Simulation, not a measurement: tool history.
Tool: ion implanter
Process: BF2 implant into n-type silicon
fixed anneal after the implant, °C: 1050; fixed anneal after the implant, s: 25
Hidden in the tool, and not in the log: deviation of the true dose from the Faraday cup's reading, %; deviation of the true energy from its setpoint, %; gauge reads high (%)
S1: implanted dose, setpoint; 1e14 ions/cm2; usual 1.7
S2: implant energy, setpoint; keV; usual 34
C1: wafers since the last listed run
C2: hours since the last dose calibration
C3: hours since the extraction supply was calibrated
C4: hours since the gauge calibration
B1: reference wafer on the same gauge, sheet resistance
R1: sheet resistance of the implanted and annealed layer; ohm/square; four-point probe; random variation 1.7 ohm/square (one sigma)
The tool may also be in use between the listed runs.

run,day,S1,S2,C1,C2,C3,C4,B1,R1
1,0,1.7,34,0,514,2824.3,1071.6,596.23,608.76
# day 0.229: gauge calibrated
2,2.375,1.7,34,795,571,2881.3,51.5,596.87,611.26
# day 4.954: Faraday cup replaced and dose calibrated
3,4.975,1.7,34,759,0.5,2943.7,113.9,597.26,611.19
4,7.317,1.7,34,784,56.7,2999.9,170.1,597.34,607.62
5,15.233,1.7,34,2652,246.7,3189.9,360.1,597.41,607.6
6,16.875,1.7,34,550,286.1,3229.3,399.5,596.45,611.14
7,21.971,1.7,34,1707,408.4,3351.6,521.8,596.34,610.34
8,24.946,1.47,34,996,479.8,3423,593.2,596.24,692.47
9,27.646,1.47,34,904,544.6,3487.8,658,596.99,690.88
10,28.908,1.47,34,423,574.9,3518.1,688.3,596.98,686.57
11,30.229,1.32,34,442,606.6,3549.8,720,597.47,751.67
12,32.933,1.97,26.5,906,671.5,3614.7,784.9,596.92,553.31
# day 33.7: Faraday cup replaced and dose calibrated
13,35.383,1.97,26.5,709,40.4,3673.5,843.7,596.18,551.2
14,36.467,1.43,30.5,362,66.4,3699.5,869.7,596.51,712.72
15,37.942,1.7,45.5,494,101.8,3734.9,905.1,597.09,590.79
16,39.917,1.35,24.5,661,149.2,3782.3,952.5,597,765.28
17,41.546,1.4,42,545,188.3,3821.4,991.6,597.25,698.55
18,44.242,2.03,34,903,253,3886.1,1056.3,596.96,525.03
# day 45.425: extraction supply calibrated
# day 46.758: gauge calibrated
19,47.2,1.51,31,879,324,42.6,10.6,596.97,679.84
20,48.654,1.43,30.5,487,358.9,77.5,45.5,597.64,713.84
21,49.896,2.01,23.5,416,388.7,107.3,75.3,596.75,552.23
22,51.171,1.83,28,427,419.3,137.9,105.9,596.94,585.53
23,53.817,1.7,34,886,482.8,201.4,169.4,597.82,610.97
# day 58.925: Faraday cup replaced and dose calibrated
24,62.612,1.46,40,2835,88.5,412.5,380.5,597.24,674.6
25,64.262,1.31,42.5,552,128.1,452.1,420.1,596.56,736.18
26,66.662,1.7,34,804,185.7,509.7,477.7,596.58,608.64
27,70.429,1.7,34,1262,276.1,600.1,568.1,596.98,611.07

3 ways to go on from here, each from the tool as it stands after run 27. What would each give?
A,70.446,1.7,34,5,276.5,600.5,568.5,?,?
B,70.446,1.31,44.5,5,276.5,600.5,568.5,?,?
C,70.446,1.29,43.5,5,276.5,600.5,568.5,?,?

run,B1,R1
A,596.28,612.26
B,596.28,736.87
C,596.28,748.22
Without the tool's hidden state the same runs would have given:
run,R1
A,612.26
B,736.87
C,748.22
